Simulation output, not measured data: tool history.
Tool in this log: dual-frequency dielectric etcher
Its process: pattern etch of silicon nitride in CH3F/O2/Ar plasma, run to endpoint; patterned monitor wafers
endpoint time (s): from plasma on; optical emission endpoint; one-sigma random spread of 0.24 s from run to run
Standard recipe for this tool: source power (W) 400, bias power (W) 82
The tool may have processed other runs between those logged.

| run | hour | source power (W) | bias power (W) | wafers since the last listed run | hours since the last wet clean | hours since the last source power generator calibration | hours since the last bias power generator calibration | hours since the last upper electrode change | incoming incoming film thickness, nm | endpoint time (s) |
|---|---|---|---|---|---|---|---|---|---|---|
| 1 | 0.0 | 370 | 82 | 0 | 60.4 | 683.9 | 3132.8 | 1490.0 | 44.62 | 64.1 |
| 2 | 76.5 | 400 | 77 | 531 | 136.9 | 760.4 | 3209.3 | 1566.5 | 44.64 | 63.3 |
| 3 | 135.8 | 400 | 77 | 412 | 196.2 | 819.7 | 3268.6 | 1625.8 | 44.31 | 63.0 |
| 4 | 225.5 | 400 | 82 | 623 | 285.9 | 909.4 | 3358.3 | 1715.5 | 44.50 | 61.8 |
| 5 | 329.2 | 430 | 77 | 720 | 389.6 | 1013.1 | 3462.0 | 1819.2 | 44.78 | 61.7 |
| 6 | 385.9 | 430 | 77 | 394 | 446.3 | 1069.8 | 3518.7 | 1875.9 | 44.26 | 61.3 |
| 7 | 481.9 | 400 | 82 | 667 | 542.3 | 1165.8 | 3614.7 | 1971.9 | 44.69 | 61.9 |
|  | 568.3 | wet clean of the chamber |
| 8 | 575.4 | 400 | 82 | 482 | 7.1 | 1259.3 | 3708.2 | 2065.4 | 44.90 | 62.5 |
| 9 | 662.4 | 400 | 82 | 604 | 94.1 | 1346.3 | 3795.2 | 2152.4 | 44.92 | 62.5 |
| 10 | 766.4 | 440 | 71 | 722 | 198.1 | 1450.3 | 3899.2 | 2256.4 | 44.11 | 62.4 |
| 11 | 820.9 | 440 | 71 | 378 | 252.6 | 1504.8 | 3953.7 | 2310.9 | 44.51 | 63.4 |
|  | 922.0 | upper electrode replaced |
| 12 | 922.5 | 400 | 82 | 539 | 354.2 | 1606.4 | 4055.3 | 0.5 | 44.46 | 62.4 |
|  | 934.4 | source power generator calibrated |
| 13 | 992.5 | 400 | 82 | 458 | 424.2 | 58.1 | 4125.3 | 70.5 | 44.93 | 63.6 |
| 14 | 1074.7 | 400 | 82 | 571 | 506.4 | 140.3 | 4207.5 | 152.7 | 44.89 | 64.1 |
|  | 1138.0 | wet clean of the chamber |
| 15 | 1143.4 | 360 | 82 | 310 | 5.4 | 209.0 | 4276.2 | 221.4 | 43.82 | 64.7 |
|  | 1164.3 | bias power generator calibrated |
| 16 | 1213.9 | 340 | 90 | 462 | 75.9 | 279.5 | 49.6 | 291.9 | 44.97 | 65.8 |
| 17 | 1279.5 | 450 | 99 | 455 | 141.5 | 345.1 | 115.2 | 357.5 | 44.30 | 56.6 |
| 18 | 1341.6 | 360 | 92 | 431 | 203.6 | 407.2 | 177.3 | 419.6 | 45.15 | 64.3 |
|  | 1391.5 | source power generator calibrated, repeated, since the last time left the tool worse |
| 19 | 1392.0 | 430 | 71 | 322 | 254.0 | 0.5 | 227.7 | 470.0 | 44.30 | 62.6 |
| 20 | 1459.0 | 310 | 94 | 465 | 321.0 | 67.5 | 294.7 | 537.0 | 45.04 | 65.5 |
| 21 | 1538.8 | 330 | 82 | 554 | 400.8 | 147.3 | 374.5 | 616.8 | 44.82 | 66.5 |
| 22 | 1609.7 | 330 | 89 | 492 | 471.7 | 218.2 | 445.4 | 687.7 | 44.69 | 64.8 |
|  | 1667.7 | wet clean of the chamber |
| 23 | 1675.7 | 480 | 82 | 291 | 8.0 | 284.2 | 511.4 | 753.7 | 44.49 | 57.6 |
| 24 | 1781.5 | 400 | 82 | 735 | 113.8 | 390.0 | 617.2 | 859.5 | 44.78 | 62.0 |
| 25 | 1876.7 | 400 | 72 | 661 | 209.0 | 485.2 | 712.4 | 954.7 | 44.63 | 64.6 |
| 26 | 1916.6 | 400 | 82 | 277 | 248.9 | 525.1 | 752.3 | 994.6 | 44.47 | 61.8 |
| 27 | 1968.7 | 400 | 82 | 362 | 301.0 | 577.2 | 804.4 | 1046.7 | 44.47 | 62.2 |
| 28 | 2061.4 | 430 | 102 | 644 | 393.7 | 669.9 | 897.1 | 1139.4 | 45.03 | 56.3 |
| 29 | 2118.4 | 310 | 82 | 396 | 450.7 | 726.9 | 954.1 | 1196.4 | 44.90 | 68.9 |
|  | 2154.0 | wet clean of the chamber |
| 30 | 2157.6 | 400 | 82 | 105 | 3.6 | 766.1 | 993.3 | 1235.6 | 45.02 | 62.5 |
| 31 | 2204.3 | 400 | 82 | 324 | 50.3 | 812.8 | 1040.0 | 1282.3 | 45.10 | 62.6 |
| 32 | 2252.3 | 400 | 82 | 333 | 98.3 | 860.8 | 1088.0 | 1330.3 | 44.67 | 62.2 |
| 33 | 2339.0 | 490 | 90 | 602 | 185.0 | 947.5 | 1174.7 | 1417.0 | 44.78 | 55.7 |
| 34 | 2394.7 | 400 | 82 | 387 | 240.7 | 1003.2 | 1230.4 | 1472.7 | 44.16 | 61.6 |

Each row is a separate what-if for the run after 34, all from the same tool condition, not one after another. Results?
| A | 2395.1 | 400 | 88 | 2 | 241.1 | 1003.6 | 1230.8 | 1473.1 | 44.65 | ? |
| B | 2395.1 | 330 | 70 | 2 | 241.1 | 1003.6 | 1230.8 | 1473.1 | 44.65 | ? |
| C | 2395.1 | 400 | 63 | 2 | 241.1 | 1003.6 | 1230.8 | 1473.1 | 44.65 | ? |
| D | 2395.1 | 320 | 96 | 2 | 241.1 | 1003.6 | 1230.8 | 1473.1 | 44.65 | ? |
| E | 2395.1 | 350 | 82 | 2 | 241.1 | 1003.6 | 1230.8 | 1473.1 | 44.65 | ? |

| run | endpoint time (s) |
|---|---|
| A | 60.5 |
| B | 70.4 |
| C | 67.6 |
| D | 63.9 |
| E | 65.2 |
Had the tool no hidden state, the same runs would have come out as:
| run | endpoint time (s) |
|---|---|
| A | 60.2 |
| B | 70.0 |
| C | 67.2 |
| D | 63.5 |
| E | 64.9 |
